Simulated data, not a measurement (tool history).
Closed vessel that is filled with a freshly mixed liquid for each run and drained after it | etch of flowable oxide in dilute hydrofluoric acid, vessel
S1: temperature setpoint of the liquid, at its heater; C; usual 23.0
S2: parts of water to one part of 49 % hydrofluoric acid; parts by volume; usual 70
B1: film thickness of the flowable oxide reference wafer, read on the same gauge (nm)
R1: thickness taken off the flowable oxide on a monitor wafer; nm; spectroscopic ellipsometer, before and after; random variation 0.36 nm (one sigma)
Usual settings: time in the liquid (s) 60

run 1 day=0.000 | S1=24.5 S2=70 time_in_the_liquid_(s)=75 | B1=59.96 | R1=51.98
run 2 day=1.871 | S1=24.5 S2=70 time_in_the_liquid_(s)=75 | B1=60.03 | R1=51.61
run 3 day=4.617 | S1=26.5 S2=90 time_in_the_liquid_(s)=60 | B1=60.01 | R1=32.95
-- day=5.533 gauge calibrated
run 4 day=5.654 | S1=26.5 S2=90 time_in_the_liquid_(s)=60 | B1=60.04 | R1=33.28
run 5 day=7.679 | S1=26.5 S2=90 time_in_the_liquid_(s)=60 | B1=60.02 | R1=33.33
run 6 day=10.575 | S1=23.0 S2=70 time_in_the_liquid_(s)=60 | B1=60.05 | R1=38.66
run 7 day=12.958 | S1=23.0 S2=70 time_in_the_liquid_(s)=60 | B1=60.00 | R1=37.86
run 8 day=14.246 | S1=23.0 S2=70 time_in_the_liquid_(s)=60 | B1=60.02 | R1=37.37
-- day=15.029 thermometer replaced
run 9 day=16.283 | S1=23.0 S2=70 time_in_the_liquid_(s)=85 | B1=59.97 | R1=53.17
run 10 day=18.771 | S1=26.5 S2=70 time_in_the_liquid_(s)=70 | B1=60.03 | R1=50.39
run 11 day=20.604 | S1=27.5 S2=105 time_in_the_liquid_(s)=60 | B1=60.02 | R1=28.31
-- day=23.388 hydrofluoric acid flow meter replaced
run 12 day=27.546 | S1=20.5 S2=70 time_in_the_liquid_(s)=80 | B1=60.02 | R1=52.27
run 13 day=36.333 | S1=23.0 S2=70 time_in_the_liquid_(s)=60 | B1=59.98 | R1=41.91
-- day=36.383 gauge calibrated
run 14 day=38.821 | S1=23.0 S2=70 time_in_the_liquid_(s)=60 | B1=59.96 | R1=41.91
run 15 day=41.233 | S1=23.0 S2=70 time_in_the_liquid_(s)=60 | B1=60.02 | R1=41.31
run 16 day=45.771 | S1=26.5 S2=70 time_in_the_liquid_(s)=40 | B1=59.97 | R1=31.50
run 17 day=48.596 | S1=27.0 S2=70 time_in_the_liquid_(s)=50 | B1=59.97 | R1=39.91

3 ways to go on from here, each from the tool as it stands after run 17. What would each give?
run A day=48.625 | S1=23.0 S2=70 time_in_the_liquid_(s)=60 | B1=? | R1=?
run B day=48.625 | S1=23.0 S2=100 time_in_the_liquid_(s)=70 | B1=? | R1=?
run C day=48.625 | S1=25.5 S2=70 time_in_the_liquid_(s)=70 | B1=? | R1=?

run=A B1=60.01 R1=40.88
run=B B1=60.01 R1=32.12
run=C B1=60.01 R1=52.75
Without the tool's hidden state the same runs would have given:
run=A R1=43.34
run=B R1=34.12
run=C R1=55.94
